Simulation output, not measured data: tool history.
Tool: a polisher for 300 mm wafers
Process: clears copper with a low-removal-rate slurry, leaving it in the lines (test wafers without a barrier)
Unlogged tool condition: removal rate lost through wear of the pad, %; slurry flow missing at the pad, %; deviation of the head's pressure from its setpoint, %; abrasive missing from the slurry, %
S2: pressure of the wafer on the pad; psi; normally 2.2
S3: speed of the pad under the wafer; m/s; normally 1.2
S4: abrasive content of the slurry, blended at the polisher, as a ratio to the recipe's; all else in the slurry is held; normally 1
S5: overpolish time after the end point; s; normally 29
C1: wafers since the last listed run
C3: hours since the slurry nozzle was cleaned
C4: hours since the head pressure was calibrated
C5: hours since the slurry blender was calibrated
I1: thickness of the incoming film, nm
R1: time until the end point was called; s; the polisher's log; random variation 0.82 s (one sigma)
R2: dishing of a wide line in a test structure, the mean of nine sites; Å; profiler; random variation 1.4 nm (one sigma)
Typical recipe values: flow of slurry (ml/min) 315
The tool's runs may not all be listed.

run 1 day=0 | flow_of_slurry_(ml/min)=315 S2=2.2 S3=1.2 S4=1 S5=29 | C1=0 wafers_polished_on_this_pad=387 C3=727.3 C4=1080.1 C5=69.1 | I1=279.8 | R1=98.3 R2=577
run 2 day=0.396 | flow_of_slurry_(ml/min)=315 S2=2.2 S3=1.2 S4=1 S5=29 | C1=47 wafers_polished_on_this_pad=435 C3=736.8 C4=1089.6 C5=78.6 | I1=283 | R1=99.6 R2=580
run 3 day=2.408 | flow_of_slurry_(ml/min)=315 S2=2.2 S3=1.2 S4=1 S5=29 | C1=243 wafers_polished_on_this_pad=678 C3=785.1 C4=1137.9 C5=126.9 | I1=280.2 | R1=98.1 R2=598
run 4 day=2.921 | flow_of_slurry_(ml/min)=315 S2=2.8 S3=1.2 S4=1 S5=41 | C1=61 wafers_polished_on_this_pad=740 C3=797.4 C4=1150.2 C5=139.2 | I1=274.5 | R1=75 R2=906
run 5 day=3.2 | flow_of_slurry_(ml/min)=315 S2=2.8 S3=1.2 S4=1 S5=41 | C1=33 wafers_polished_on_this_pad=774 C3=804.1 C4=1156.9 C5=145.9 | I1=279.3 | R1=78.6 R2=895
-- day=3.783 head pressure recalibrated
run 6 day=3.804 | flow_of_slurry_(ml/min)=315 S2=2.8 S3=1.2 S4=1 S5=41 | C1=62 wafers_polished_on_this_pad=837 C3=818.6 C4=0.5 C5=160.4 | I1=284.5 | R1=79.5 R2=895
-- day=3.983 slurry blender recalibrated
-- day=4.508 slurry nozzle cleaned
run 7 day=5.912 | flow_of_slurry_(ml/min)=315 S2=2.2 S3=1.2 S4=1 S5=29 | C1=239 wafers_polished_on_this_pad=1077 C3=33.7 C4=51.1 C5=46.3 | I1=280.4 | R1=99.1 R2=595
run 8 day=6.279 | flow_of_slurry_(ml/min)=315 S2=2.2 S3=1.2 S4=1 S5=29 | C1=44 wafers_polished_on_this_pad=1121 C3=42.5 C4=59.9 C5=55.1 | I1=278.1 | R1=98.7 R2=582
-- day=6.533 worn pad replaced by a new one
run 9 day=7.008 | flow_of_slurry_(ml/min)=315 S2=2.2 S3=1.2 S4=1 S5=29 | C1=67 wafers_polished_on_this_pad=57 C3=60 C4=77.4 C5=72.6 | I1=280.1 | R1=98 R2=569
run 10 day=7.458 | flow_of_slurry_(ml/min)=315 S2=2 S3=1.2 S4=1 S5=36 | C1=54 wafers_polished_on_this_pad=111 C3=70.8 C4=88.2 C5=83.4 | I1=281.7 | R1=108.9 R2=626
run 11 day=7.962 | flow_of_slurry_(ml/min)=315 S2=2.2 S3=1.2 S4=1 S5=29 | C1=60 wafers_polished_on_this_pad=172 C3=82.9 C4=100.3 C5=95.5 | I1=278.8 | R1=97.6 R2=596
run 12 day=8.396 | flow_of_slurry_(ml/min)=260 S2=2.2 S3=1.52 S4=1.15 S5=34 | C1=52 wafers_polished_on_this_pad=225 C3=93.3 C4=110.7 C5=105.9 | I1=279.8 | R1=77.1 R2=796
run 13 day=8.725 | flow_of_slurry_(ml/min)=315 S2=2.2 S3=1.2 S4=1 S5=29 | C1=39 wafers_polished_on_this_pad=264 C3=101.2 C4=118.6 C5=113.8 | I1=277.6 | R1=97.9 R2=587
run 14 day=9.021 | flow_of_slurry_(ml/min)=315 S2=2.2 S3=1.2 S4=1 S5=29 | C1=35 wafers_polished_on_this_pad=300 C3=108.3 C4=125.7 C5=120.9 | I1=279.7 | R1=97.6 R2=568
run 15 day=9.296 | flow_of_slurry_(ml/min)=315 S2=2.2 S3=1.2 S4=1 S5=14 | C1=33 wafers_polished_on_this_pad=333 C3=114.9 C4=132.3 C5=127.5 | I1=280.4 | R1=99.1 R2=309
-- day=9.754 slurry blender recalibrated
run 16 day=9.821 | flow_of_slurry_(ml/min)=385 S2=2.2 S3=1.2 S4=1 S5=29 | C1=53 wafers_polished_on_this_pad=387 C3=127.5 C4=144.9 C5=1.6 | I1=276.5 | R1=91.3 R2=621
run 17 day=10.504 | flow_of_slurry_(ml/min)=315 S2=2.2 S3=1.2 S4=1 S5=29 | C1=82 wafers_polished_on_this_pad=469 C3=143.9 C4=161.3 C5=18 | I1=281.6 | R1=96.5 R2=583
run 18 day=11.104 | flow_of_slurry_(ml/min)=315 S2=2 S3=1.42 S4=1.1 S5=34 | C1=72 wafers_polished_on_this_pad=542 C3=158.3 C4=175.7 C5=32.4 | I1=280 | R1=89.5 R2=730
run 19 day=11.408 | flow_of_slurry_(ml/min)=360 S2=2.2 S3=1.2 S4=1 S5=29 | C1=36 wafers_polished_on_this_pad=579 C3=165.6 C4=183 C5=39.7 | I1=276.8 | R1=95.7 R2=594
run 20 day=11.792 | flow_of_slurry_(ml/min)=315 S2=2.2 S3=1.2 S4=1 S5=29 | C1=46 wafers_polished_on_this_pad=625 C3=174.8 C4=192.2 C5=48.9 | I1=283 | R1=97.5 R2=596
run 21 day=12.104 | flow_of_slurry_(ml/min)=315 S2=1.5 S3=1.38 S4=1 S5=15 | C1=37 wafers_polished_on_this_pad=663 C3=182.3 C4=199.7 C5=56.4 | I1=276.5 | R1=122.4 R2=255
run 22 day=12.846 | flow_of_slurry_(ml/min)=315 S2=2.2 S3=1.2 S4=1 S5=35 | C1=89 wafers_polished_on_this_pad=752 C3=200.1 C4=217.5 C5=74.2 | I1=279.7 | R1=97.4 R2=667
run 23 day=13.746 | flow_of_slurry_(ml/min)=250 S2=1.5 S3=1.04 S4=0.9 S5=29 | C1=108 wafers_polished_on_this_pad=861 C3=221.7 C4=239.1 C5=95.8 | I1=285.4 | R1=177.1 R2=349

Run 24, settings as shown, results not yet in. Your forecast:
-- day=14.288 worn pad replaced by a new one
run 24 day=14.329 | flow_of_slurry_(ml/min)=315 S2=2.2 S3=1.2 S4=1 S5=29 | C1=50 wafers_polished_on_this_pad=5 C3=235.7 C4=253.1 C5=109.8 | I1=282 | R1=? R2=?

{"run 24": {"R1": 99.5, "R2": 554}}
The same run, on a tool lacking any hidden state, would have yielded R1 93.6 s, R2 581 Å.
